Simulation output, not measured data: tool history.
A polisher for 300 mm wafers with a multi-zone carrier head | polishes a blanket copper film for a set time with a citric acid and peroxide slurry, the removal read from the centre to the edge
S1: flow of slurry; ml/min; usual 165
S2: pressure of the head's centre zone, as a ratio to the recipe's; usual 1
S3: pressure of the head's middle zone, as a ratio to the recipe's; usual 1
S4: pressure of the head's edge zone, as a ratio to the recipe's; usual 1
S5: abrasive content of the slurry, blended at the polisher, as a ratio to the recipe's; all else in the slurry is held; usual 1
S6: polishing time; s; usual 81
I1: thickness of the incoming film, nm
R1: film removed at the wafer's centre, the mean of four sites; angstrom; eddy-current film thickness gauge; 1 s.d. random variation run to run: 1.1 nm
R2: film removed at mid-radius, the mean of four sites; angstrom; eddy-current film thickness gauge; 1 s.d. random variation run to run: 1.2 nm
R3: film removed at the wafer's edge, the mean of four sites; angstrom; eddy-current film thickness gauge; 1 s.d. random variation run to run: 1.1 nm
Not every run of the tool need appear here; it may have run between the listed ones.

run 1 hour=0 | S1=165 S2=1 S3=1 S4=1 S5=1 S6=81 | I1=903.2 | R1=1098 R2=1155 R3=1177
run 2 hour=34 | S1=165 S2=1 S3=1 S4=1 S5=1 S6=81 | I1=895.4 | R1=1104 R2=1139 R3=1178
run 3 hour=50.1 | S1=165 S2=1 S3=1 S4=1 S5=0.8 S6=81 | I1=883.1 | R1=1056 R2=1106 R3=1141
-- hour=64.3 worn pad replaced by a new one
run 4 hour=64.8 | S1=165 S2=1 S3=1 S4=1 S5=1 S6=81 | I1=914.6 | R1=1112 R2=1167 R3=1165
run 5 hour=86.3 | S1=165 S2=1 S3=1 S4=1 S5=1 S6=81 | I1=900.9 | R1=1101 R2=1148 R3=1170
run 6 hour=103.2 | S1=165 S2=1 S3=1 S4=1 S5=1 S6=81 | I1=902.9 | R1=1102 R2=1129 R3=1179
-- hour=124.5 edge zone pressure recalibrated
run 7 hour=132.8 | S1=165 S2=1 S3=1 S4=1 S5=1 S6=81 | I1=903.2 | R1=1083 R2=1130 R3=1176
run 8 hour=148 | S1=165 S2=1 S3=1 S4=1 S5=1 S6=81 | I1=892.3 | R1=1100 R2=1130 R3=1163
-- hour=154.1 carrier head's membrane replaced by a new one
run 9 hour=183.6 | S1=110 S2=0.91 S3=0.91 S4=1 S5=1 S6=81 | I1=897.3 | R1=815 R2=903 R3=1063
run 10 hour=200.3 | S1=185 S2=1 S3=1 S4=0.95 S5=1.2 S6=67 | I1=901.8 | R1=953 R2=991 R3=968
-- hour=208.2 centre zone pressure recalibrated
-- hour=209.8 worn pad replaced by a new one
run 11 hour=217 | S1=165 S2=1 S3=1 S4=1 S5=1 S6=81 | I1=894.4 | R1=1100 R2=1132 R3=1149
-- hour=246.9 slurry nozzle cleaned
run 12 hour=247.4 | S1=165 S2=1 S3=1.07 S4=1 S5=1 S6=81 | I1=897.5 | R1=1257 R2=1365 R3=1237
run 13 hour=260.9 | S1=165 S2=1 S3=1 S4=1.08 S5=1.25 S6=81 | I1=893 | R1=1284 R2=1319 R3=1330
run 14 hour=275.3 | S1=165 S2=1 S3=1 S4=1 S5=1 S6=81 | I1=899.4 | R1=1219 R2=1255 R3=1272
run 15 hour=293.8 | S1=165 S2=1 S3=1.08 S4=1 S5=1 S6=81 | I1=905.1 | R1=1222 R2=1342 R3=1243
run 16 hour=320.3 | S1=165 S2=1.09 S3=1 S4=0.96 S5=1 S6=81 | I1=886.8 | R1=1317 R2=1223 R3=1202

Each row is a separate what-if for the run after 16, all from the same tool condition, not one after another. Results?
run A hour=320.7 | S1=165 S2=1 S3=1 S4=1 S5=1 S6=81 | I1=885.4 | R1=? R2=? R3=?
run B hour=320.7 | S1=210 S2=1 S3=0.96 S4=1 S5=1 S6=81 | I1=885.4 | R1=? R2=? R3=?
run C hour=320.7 | S1=165 S2=1.04 S3=1.09 S4=1 S5=0.9 S6=103 | I1=885.4 | R1=? R2=? R3=?

run=A R1=1205 R2=1225 R3=1236
run=B R1=1272 R2=1241 R3=1279
run=C R1=1571 R2=1651 R3=1547
Take away the tool's hidden state, keep each run's random variation, and the runs would have read:
run=A R1=1268 R2=1280 R3=1275
run=B R1=1323 R2=1285 R3=1313
run=C R1=1652 R2=1726 R3=1597
